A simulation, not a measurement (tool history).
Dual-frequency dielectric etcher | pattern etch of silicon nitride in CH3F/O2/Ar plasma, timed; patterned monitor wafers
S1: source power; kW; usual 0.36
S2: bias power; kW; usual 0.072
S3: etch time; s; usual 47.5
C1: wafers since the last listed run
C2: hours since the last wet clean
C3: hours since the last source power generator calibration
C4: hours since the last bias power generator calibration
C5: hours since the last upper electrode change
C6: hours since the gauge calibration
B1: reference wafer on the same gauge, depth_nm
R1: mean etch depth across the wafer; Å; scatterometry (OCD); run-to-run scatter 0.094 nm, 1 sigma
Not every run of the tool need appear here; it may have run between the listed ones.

{"run": 1, "hour": 0.0, "S1": 0.32, "S2": 0.072, "S3": 47.5, "C1": 0, "C2": 365.7, "C3": 1402.5, "C4": 1376.6, "C5": 5552.9, "C6": 51.8, "B1": 29.89, "R1": 289.5}
{"run": 2, "hour": 15.1, "S1": 0.32, "S2": 0.072, "S3": 47.5, "C1": 140, "C2": 380.8, "C3": 1417.6, "C4": 1391.7, "C5": 5568, "C6": 66.9, "B1": 29.9, "R1": 288.7}
{"run": 3, "hour": 22.7, "S1": 0.36, "S2": 0.072, "S3": 47.5, "C1": 70, "C2": 388.4, "C3": 1425.2, "C4": 1399.3, "C5": 5575.6, "C6": 74.5, "B1": 29.89, "R1": 304.3}
{"run": 4, "hour": 35.8, "S1": 0.36, "S2": 0.072, "S3": 47.5, "C1": 122, "C2": 401.5, "C3": 1438.3, "C4": 1412.4, "C5": 5588.7, "C6": 87.6, "B1": 29.91, "R1": 304.2}
{"run": 5, "hour": 52.7, "S1": 0.36, "S2": 0.072, "S3": 36.5, "C1": 157, "C2": 418.4, "C3": 1455.2, "C4": 1429.3, "C5": 5605.6, "C6": 104.5, "B1": 29.9, "R1": 232.9}
{"run": 6, "hour": 62.0, "S1": 0.36, "S2": 0.072, "S3": 40.5, "C1": 86, "C2": 427.7, "C3": 1464.5, "C4": 1438.6, "C5": 5614.9, "C6": 113.8, "B1": 29.89, "R1": 257.8}
{"run": 7, "hour": 75.8, "S1": 0.36, "S2": 0.072, "S3": 40.5, "C1": 128, "C2": 441.5, "C3": 1478.3, "C4": 1452.4, "C5": 5628.7, "C6": 127.6, "B1": 29.91, "R1": 257}
{"run": 8, "hour": 92.9, "S1": 0.36, "S2": 0.072, "S3": 54.5, "C1": 159, "C2": 458.6, "C3": 1495.4, "C4": 1469.5, "C5": 5645.8, "C6": 144.7, "B1": 29.88, "R1": 347.6}
{"run": 9, "hour": 109.5, "S1": 0.36, "S2": 0.072, "S3": 47.5, "C1": 154, "C2": 475.2, "C3": 1512, "C4": 1486.1, "C5": 5662.4, "C6": 161.3, "B1": 29.93, "R1": 303.6}
{"hour": 110.8, "done": "gauge calibrated"}
{"run": 10, "hour": 127.1, "S1": 0.36, "S2": 0.072, "S3": 47.5, "C1": 163, "C2": 492.8, "C3": 1529.6, "C4": 1503.7, "C5": 5680, "C6": 16.3, "B1": 29.94, "R1": 301.6}
{"run": 11, "hour": 134.4, "S1": 0.36, "S2": 0.072, "S3": 47.5, "C1": 68, "C2": 500.1, "C3": 1536.9, "C4": 1511, "C5": 5687.3, "C6": 23.6, "B1": 29.95, "R1": 303.4}
{"hour": 167.4, "done": "wet clean of the chamber"}
{"run": 12, "hour": 167.9, "S1": 0.36, "S2": 0.072, "S3": 47.5, "C1": 88, "C2": 0.5, "C3": 1570.4, "C4": 1544.5, "C5": 5720.8, "C6": 57.1, "B1": 29.89, "R1": 312.9}
{"run": 13, "hour": 168.2, "S1": 0.31, "S2": 0.058, "S3": 59, "C1": 2, "C2": 0.8, "C3": 1570.7, "C4": 1544.8, "C5": 5721.1, "C6": 57.4, "B1": 29.88, "R1": 333.2}
{"run": 14, "hour": 171.2, "S1": 0.29, "S2": 0.061, "S3": 47.5, "C1": 27, "C2": 3.8, "C3": 1573.7, "C4": 1547.8, "C5": 5724.1, "C6": 60.4, "B1": 29.89, "R1": 264.9}
{"run": 15, "hour": 177.5, "S1": 0.44, "S2": 0.066, "S3": 53, "C1": 58, "C2": 10.1, "C3": 1580, "C4": 1554.1, "C5": 5730.4, "C6": 66.7, "B1": 29.9, "R1": 370}
{"run": 16, "hour": 184.8, "S1": 0.36, "S2": 0.072, "S3": 39, "C1": 68, "C2": 17.4, "C3": 1587.3, "C4": 1561.4, "C5": 5737.7, "C6": 74, "B1": 29.88, "R1": 257.4}
{"hour": 203.2, "done": "bias power generator calibrated"}
{"hour": 218.5, "done": "upper electrode replaced"}
{"run": 17, "hour": 219.0, "S1": 0.41, "S2": 0.072, "S3": 47.5, "C1": 139, "C2": 51.6, "C3": 1621.5, "C4": 15.8, "C5": 0.5, "C6": 108.2, "B1": 29.91, "R1": 334.4}
{"run": 18, "hour": 219.3, "S1": 0.36, "S2": 0.072, "S3": 47.5, "C1": 2, "C2": 51.9, "C3": 1621.8, "C4": 16.1, "C5": 0.8, "C6": 108.5, "B1": 29.85, "R1": 313.8}
{"hour": 230.8, "done": "source power generator calibrated"}
{"run": 19, "hour": 231.3, "S1": 0.29, "S2": 0.08, "S3": 56, "C1": 74, "C2": 63.9, "C3": 0.5, "C4": 28.1, "C5": 12.8, "C6": 120.5, "B1": 29.88, "R1": 348.1}
{"hour": 247.0, "done": "gauge calibrated"}
{"run": 20, "hour": 257.3, "S1": 0.29, "S2": 0.061, "S3": 47.5, "C1": 242, "C2": 89.9, "C3": 26.5, "C4": 54.1, "C5": 38.8, "C6": 10.3, "B1": 29.89, "R1": 263.8}
{"run": 21, "hour": 270.3, "S1": 0.39, "S2": 0.056, "S3": 38.5, "C1": 121, "C2": 102.9, "C3": 39.5, "C4": 67.1, "C5": 51.8, "C6": 23.3, "B1": 29.91, "R1": 237.8}
{"run": 22, "hour": 284.5, "S1": 0.36, "S2": 0.054, "S3": 47.5, "C1": 132, "C2": 117.1, "C3": 53.7, "C4": 81.3, "C5": 66, "C6": 37.5, "B1": 29.89, "R1": 277.8}
{"run": 23, "hour": 295.3, "S1": 0.44, "S2": 0.067, "S3": 56.5, "C1": 100, "C2": 127.9, "C3": 64.5, "C4": 92.1, "C5": 76.8, "C6": 48.3, "B1": 29.9, "R1": 393.1}

Branching from run 23: 5 alternative next runs. What would each branch give?
{"run": "A", "hour": 295.7, "S1": 0.39, "S2": 0.072, "S3": 47.5, "C1": 3, "C2": 128.3, "C3": 64.9, "C4": 92.5, "C5": 77.2, "C6": 48.7, "B1": "?", "R1": "?"}
{"run": "B", "hour": 295.7, "S1": 0.36, "S2": 0.072, "S3": 58, "C1": 3, "C2": 128.3, "C3": 64.9, "C4": 92.5, "C5": 77.2, "C6": 48.7, "B1": "?", "R1": "?"}
{"run": "C", "hour": 295.7, "S1": 0.4, "S2": 0.072, "S3": 61, "C1": 3, "C2": 128.3, "C3": 64.9, "C4": 92.5, "C5": 77.2, "C6": 48.7, "B1": "?", "R1": "?"}
{"run": "D", "hour": 295.7, "S1": 0.36, "S2": 0.08, "S3": 39, "C1": 3, "C2": 128.3, "C3": 64.9, "C4": 92.5, "C5": 77.2, "C6": 48.7, "B1": "?", "R1": "?"}
{"run": "E", "hour": 295.7, "S1": 0.43, "S2": 0.072, "S3": 53, "C1": 3, "C2": 128.3, "C3": 64.9, "C4": 92.5, "C5": 77.2, "C6": 48.7, "B1": "?", "R1": "?"}

run=A B1=29.89 R1=321.6
run=B B1=29.89 R1=378.6
run=C B1=29.89 R1=417.7
run=D B1=29.89 R1=265.7
run=E B1=29.89 R1=374.9
Without the tool's unlogged condition, the same runs would have read:
run=A R1=324.4
run=B R1=382
run=C R1=421.4
run=D R1=268.1
run=E R1=378.2

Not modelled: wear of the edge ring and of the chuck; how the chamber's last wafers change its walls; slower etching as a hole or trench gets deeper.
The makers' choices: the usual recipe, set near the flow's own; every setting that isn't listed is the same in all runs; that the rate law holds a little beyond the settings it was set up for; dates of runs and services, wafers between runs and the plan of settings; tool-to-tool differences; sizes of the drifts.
